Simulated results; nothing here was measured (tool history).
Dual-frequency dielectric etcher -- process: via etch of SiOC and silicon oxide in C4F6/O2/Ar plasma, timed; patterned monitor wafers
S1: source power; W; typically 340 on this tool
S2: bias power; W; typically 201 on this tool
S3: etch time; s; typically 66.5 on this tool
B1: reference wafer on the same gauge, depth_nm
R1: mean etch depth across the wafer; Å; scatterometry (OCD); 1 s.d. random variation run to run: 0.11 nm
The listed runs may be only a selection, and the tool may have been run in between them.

| run | day | S1 | S2 | S3 | B1 | R1 |
|---|---|---|---|---|---|---|
| 1 | 0 | 340 | 201 | 66.5 | 64 | 735 |
| 2 | 0.542 | 340 | 201 | 66.5 | 64 | 735 |
| 3 | 0.917 | 340 | 201 | 66.5 | 64 | 734 |
| 4 | 1.638 | 340 | 201 | 66.5 | 64 | 738 |
| 5 | 2.058 | 340 | 201 | 66.5 | 64 | 736 |
| 6 | 2.392 | 340 | 201 | 75 | 64 | 831 |
| 7 | 2.838 | 340 | 201 | 75 | 64 | 831 |
|  | 4.038 | bias power generator calibrated |
|  | 4.371 | upper electrode replaced |
| 8 | 4.392 | 340 | 201 | 75 | 64 | 836 |
| 9 | 4.608 | 290 | 201 | 57.5 | 64 | 603 |
| 10 | 5.358 | 340 | 244 | 80 | 64 | 952 |
| 11 | 5.838 | 390 | 158 | 47 | 64 | 505 |
|  | 6.329 | source power generator calibrated |
|  | 7.096 | wet clean of the chamber |
| 12 | 7.117 | 340 | 201 | 75 | 64 | 826 |
| 13 | 7.129 | 290 | 169 | 86 | 64 | 838 |
| 14 | 7.183 | 340 | 182 | 66.5 | 64 | 703 |
|  | 7.433 | gauge calibrated |
| 15 | 7.638 | 340 | 201 | 66.5 | 64 | 730 |
| 16 | 7.962 | 380 | 201 | 81 | 64 | 925 |
| 17 | 8.538 | 260 | 187 | 55 | 64 | 535 |
| 18 | 8.871 | 380 | 214 | 59 | 64 | 690 |
| 19 | 9.504 | 340 | 201 | 66.5 | 64 | 733 |

A few steps of R1 between consecutive runs. Split each: what settings, incoming material and random variation would produce without the hidden state, and what is left over for the hidden state, along with gauge scatter present in only one of the two compared results (measured, and without hidden state):
Hidden state present: etch rate over this chamber's usual, %; source power that arrives over what is set, %; bias power that arrives over what is set, %; gauge reads high (%).
Run 9 -> 10: S1 290 -> 340, S2 201 -> 244, S3 57.5 -> 80. R1 +349 Å: hidden state +8, all else +341.
Run 10 -> 11: S1 340 -> 390, S2 244 -> 158, S3 80 -> 47. R1 -447 Å: hidden state -8, all else -439.
